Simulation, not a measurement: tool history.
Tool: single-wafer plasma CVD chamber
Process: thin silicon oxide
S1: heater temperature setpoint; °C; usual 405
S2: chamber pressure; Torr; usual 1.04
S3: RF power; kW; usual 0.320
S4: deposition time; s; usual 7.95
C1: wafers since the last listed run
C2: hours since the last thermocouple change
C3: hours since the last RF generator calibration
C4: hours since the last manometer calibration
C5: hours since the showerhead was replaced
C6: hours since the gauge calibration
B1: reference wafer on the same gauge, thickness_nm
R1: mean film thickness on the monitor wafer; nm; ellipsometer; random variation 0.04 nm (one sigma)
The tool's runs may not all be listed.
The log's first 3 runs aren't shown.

{"run": 4, "hour": 138.0, "S1": 405, "S2": 1.04, "S3": 0.335, "S4": 7.95, "C1": 1424, "C2": 88.8, "C3": 1551.9, "C4": 971.6, "C5": 3648.7, "C6": 799.1, "B1": 20.28, "R1": 19.447}
{"run": 5, "hour": 172.9, "S1": 405, "S2": 1.04, "S3": 0.32, "S4": 7.28, "C1": 1436, "C2": 123.7, "C3": 1586.8, "C4": 1006.5, "C5": 3683.6, "C6": 834.0, "B1": 20.314, "R1": 17.468}
{"run": 6, "hour": 192.2, "S1": 405, "S2": 1.04, "S3": 0.32, "S4": 7.28, "C1": 794, "C2": 143.0, "C3": 1606.1, "C4": 1025.8, "C5": 3702.9, "C6": 853.3, "B1": 20.307, "R1": 17.455}
{"run": 7, "hour": 216.6, "S1": 393, "S2": 1.04, "S3": 0.32, "S4": 7.09, "C1": 1004, "C2": 167.4, "C3": 1630.5, "C4": 1050.2, "C5": 3727.3, "C6": 877.7, "B1": 20.31, "R1": 17.074}
{"run": 8, "hour": 236.8, "S1": 405, "S2": 0.94, "S3": 0.32, "S4": 7.95, "C1": 831, "C2": 187.6, "C3": 1650.7, "C4": 1070.4, "C5": 3747.5, "C6": 897.9, "B1": 20.308, "R1": 17.516}
{"run": 9, "hour": 267.5, "S1": 405, "S2": 1.04, "S3": 0.32, "S4": 7.95, "C1": 1264, "C2": 218.3, "C3": 1681.4, "C4": 1101.1, "C5": 3778.2, "C6": 928.6, "B1": 20.299, "R1": 18.932}
{"run": 10, "hour": 297.3, "S1": 405, "S2": 1.04, "S3": 0.32, "S4": 7.95, "C1": 1226, "C2": 248.1, "C3": 1711.2, "C4": 1130.9, "C5": 3808.0, "C6": 958.4, "B1": 20.314, "R1": 18.926}
{"hour": 315.0, "done": "showerhead replaced"}
{"run": 11, "hour": 317.1, "S1": 405, "S2": 1.04, "S3": 0.32, "S4": 7.95, "C1": 485, "C2": 267.9, "C3": 1731.0, "C4": 1150.7, "C5": 2.1, "C6": 978.2, "B1": 20.304, "R1": 18.906}
{"run": 12, "hour": 349.3, "S1": 405, "S2": 1.04, "S3": 0.32, "S4": 7.95, "C1": 1325, "C2": 300.1, "C3": 1763.2, "C4": 1182.9, "C5": 34.3, "C6": 1010.4, "B1": 20.304, "R1": 18.931}
{"hour": 382.1, "done": "capacitance manometer re-zeroed and calibrated"}
{"run": 13, "hour": 382.6, "S1": 396, "S2": 1.04, "S3": 0.32, "S4": 8.55, "C1": 1041, "C2": 333.4, "C3": 1796.5, "C4": 0.5, "C5": 67.6, "C6": 1043.7, "B1": 20.302, "R1": 20.816}
{"run": 14, "hour": 412.0, "S1": 400, "S2": 1.04, "S3": 0.32, "S4": 7.95, "C1": 1210, "C2": 362.8, "C3": 1825.9, "C4": 29.9, "C5": 97.0, "C6": 1073.1, "B1": 20.31, "R1": 19.36}
{"run": 15, "hour": 439.1, "S1": 405, "S2": 1.04, "S3": 0.355, "S4": 9.44, "C1": 1115, "C2": 389.9, "C3": 1853.0, "C4": 57.0, "C5": 124.1, "C6": 1100.2, "B1": 20.306, "R1": 23.981}
{"run": 16, "hour": 453.8, "S1": 411, "S2": 0.9, "S3": 0.355, "S4": 7.95, "C1": 605, "C2": 404.6, "C3": 1867.7, "C4": 71.7, "C5": 138.8, "C6": 1114.9, "B1": 20.305, "R1": 18.039}
{"run": 17, "hour": 483.4, "S1": 415, "S2": 1.14, "S3": 0.32, "S4": 9.22, "C1": 1218, "C2": 434.2, "C3": 1897.3, "C4": 101.3, "C5": 168.4, "C6": 1144.5, "B1": 20.302, "R1": 23.695}
{"run": 18, "hour": 517.9, "S1": 405, "S2": 0.87, "S3": 0.32, "S4": 7.95, "C1": 1420, "C2": 468.7, "C3": 1931.8, "C4": 135.8, "C5": 202.9, "C6": 1179.0, "B1": 20.311, "R1": 16.686}
{"hour": 525.3, "done": "gauge calibrated"}
{"run": 19, "hour": 535.2, "S1": 395, "S2": 1.26, "S3": 0.28, "S4": 9.21, "C1": 712, "C2": 486.0, "C3": 1949.1, "C4": 153.1, "C5": 220.2, "C6": 9.9, "B1": 20.293, "R1": 23.764}
{"hour": 598.1, "done": "RF generator calibrated"}
{"run": 20, "hour": 598.6, "S1": 405, "S2": 0.95, "S3": 0.32, "S4": 7.95, "C1": 2281, "C2": 549.4, "C3": 0.5, "C4": 216.5, "C5": 283.6, "C6": 73.3, "B1": 20.308, "R1": 17.993}
{"run": 21, "hour": 622.5, "S1": 405, "S2": 1.04, "S3": 0.32, "S4": 7.95, "C1": 984, "C2": 573.3, "C3": 24.4, "C4": 240.4, "C5": 307.5, "C6": 97.2, "B1": 20.287, "R1": 19.274}
{"run": 22, "hour": 654.2, "S1": 415, "S2": 1.04, "S3": 0.355, "S4": 6.65, "C1": 1305, "C2": 605.0, "C3": 56.1, "C4": 272.1, "C5": 339.2, "C6": 128.9, "B1": 20.3, "R1": 16.75}
{"run": 23, "hour": 670.8, "S1": 415, "S2": 0.91, "S3": 0.275, "S4": 6.84, "C1": 683, "C2": 621.6, "C3": 72.7, "C4": 288.7, "C5": 355.8, "C6": 145.5, "B1": 20.275, "R1": 13.749}
{"run": 24, "hour": 706.6, "S1": 395, "S2": 0.87, "S3": 0.285, "S4": 7.95, "C1": 1474, "C2": 657.4, "C3": 108.5, "C4": 324.5, "C5": 391.6, "C6": 181.3, "B1": 20.303, "R1": 15.858}
{"run": 25, "hour": 721.6, "S1": 394, "S2": 1.04, "S3": 0.32, "S4": 7.95, "C1": 617, "C2": 672.4, "C3": 123.5, "C4": 339.5, "C5": 406.6, "C6": 196.3, "B1": 20.306, "R1": 19.372}
{"run": 26, "hour": 749.0, "S1": 405, "S2": 1.12, "S3": 0.32, "S4": 6.68, "C1": 1128, "C2": 699.8, "C3": 150.9, "C4": 366.9, "C5": 434.0, "C6": 223.7, "B1": 20.295, "R1": 16.926}

Run 27 comes next. What will it give?
{"run": 27, "hour": 782.4, "S1": 405, "S2": 1.04, "S3": 0.295, "S4": 7.95, "C1": 1375, "C2": 733.2, "C3": 184.3, "C4": 400.3, "C5": 467.4, "C6": 257.1, "B1": "?", "R1": "?"}

Run 27 gave B1 20.283, R1 18.454 nm.
Without the tool's hidden state the same run would have given R1 18.619 nm.
